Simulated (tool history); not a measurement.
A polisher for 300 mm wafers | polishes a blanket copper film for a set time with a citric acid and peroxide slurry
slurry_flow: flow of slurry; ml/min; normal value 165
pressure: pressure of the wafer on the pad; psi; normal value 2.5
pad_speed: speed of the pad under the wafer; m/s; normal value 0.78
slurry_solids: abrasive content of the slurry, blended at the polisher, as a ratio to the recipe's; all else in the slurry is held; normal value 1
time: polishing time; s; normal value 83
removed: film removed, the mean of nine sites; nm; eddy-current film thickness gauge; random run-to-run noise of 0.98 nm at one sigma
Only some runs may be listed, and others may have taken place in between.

| run | hour | slurry_flow | pressure | pad_speed | slurry_solids | time | wafers since the last listed run | wafers polished on this pad | hours since the slurry nozzle was cleaned | hours since the head pressure was calibrated | hours since the slurry blender was calibrated | incoming thickness of the incoming film, nm | removed |
|---|---|---|---|---|---|---|---|---|---|---|---|---|---|
| 1 | 0 | 165 | 2.5 | 0.78 | 1 | 83 | 0 | 326 | 184 | 332.3 | 43.5 | 651.6 | 136.3 |
| 2 | 9.3 | 165 | 2.5 | 0.78 | 1 | 83 | 71 | 397 | 193.3 | 341.6 | 52.8 | 639.5 | 136.1 |
| 3 | 21.4 | 165 | 2.5 | 0.78 | 1 | 83 | 92 | 489 | 205.4 | 353.7 | 64.9 | 655.8 | 135.4 |
|  | 25.7 | worn pad replaced by a new one |
| 4 | 35.1 | 165 | 2.5 | 0.78 | 1 | 83 | 74 | 71 | 219.1 | 367.4 | 78.6 | 664.6 | 135.3 |
|  | 44.2 | slurry blender recalibrated |
| 5 | 52.8 | 165 | 2.5 | 0.78 | 1 | 83 | 120 | 191 | 236.8 | 385.1 | 8.6 | 657.8 | 133.8 |
| 6 | 65.4 | 195 | 2.5 | 0.78 | 1 | 94 | 96 | 288 | 249.4 | 397.7 | 21.2 | 652.7 | 155.2 |
| 7 | 81.3 | 195 | 2.5 | 0.78 | 1 | 94 | 121 | 409 | 265.3 | 413.6 | 37.1 | 649.4 | 155.3 |
|  | 96.6 | worn pad replaced by a new one |
| 8 | 97.1 | 165 | 2.5 | 0.78 | 1 | 83 | 90 | 3 | 281.1 | 429.4 | 52.9 | 638.6 | 130.1 |
| 9 | 109.8 | 165 | 2.5 | 0.78 | 1 | 83 | 97 | 100 | 293.8 | 442.1 | 65.6 | 637.8 | 129.4 |
| 10 | 120 | 185 | 2.5 | 0.78 | 0.9 | 83 | 77 | 178 | 304 | 452.3 | 75.8 | 648.3 | 132.4 |
|  | 123.4 | head pressure recalibrated |
|  | 130.4 | slurry blender recalibrated |
|  | 133.1 | slurry nozzle cleaned |
| 11 | 133.6 | 165 | 2.5 | 0.78 | 1.15 | 106 | 65 | 244 | 0.5 | 10.2 | 3.2 | 635.8 | 194.2 |
| 12 | 143.4 | 220 | 2.5 | 0.98 | 1.25 | 83 | 74 | 319 | 10.3 | 20 | 13 | 644 | 197.4 |
|  | 160.2 | worn pad replaced by a new one |
| 13 | 160.7 | 165 | 2.5 | 0.78 | 1 | 74 | 101 | 3 | 27.6 | 37.3 | 30.3 | 650 | 130.2 |
| 14 | 171 | 215 | 2.5 | 0.68 | 1 | 83 | 78 | 82 | 37.9 | 47.6 | 40.6 | 650.3 | 132.7 |

What if the next run were any one of these 5? Each begins from the tool's condition after run 14:
| A | 171.5 | 165 | 2.5 | 0.78 | 1 | 83 | 3 | 86 | 38.4 | 48.1 | 41.1 | 652.3 | ? |
| B | 171.5 | 165 | 2.5 | 0.58 | 1 | 83 | 3 | 86 | 38.4 | 48.1 | 41.1 | 652.3 | ? |
| C | 171.5 | 190 | 1.7 | 1.04 | 1 | 83 | 3 | 86 | 38.4 | 48.1 | 41.1 | 652.3 | ? |
| D | 171.5 | 165 | 2 | 0.96 | 1 | 83 | 3 | 86 | 38.4 | 48.1 | 41.1 | 652.3 | ? |
| E | 171.5 | 110 | 2.5 | 0.52 | 0.85 | 104 | 3 | 86 | 38.4 | 48.1 | 41.1 | 652.3 | ? |

| run | removed |
|---|---|
| A | 144.4 |
| B | 108.9 |
| C | 134.2 |
| D | 142.1 |
| E | 110.2 |
Had the tool no hidden state, the same runs would have come out as:
| run | removed |
|---|---|
| A | 145.7 |
| B | 109.9 |
| C | 135.2 |
| D | 143.4 |
| E | 111.6 |
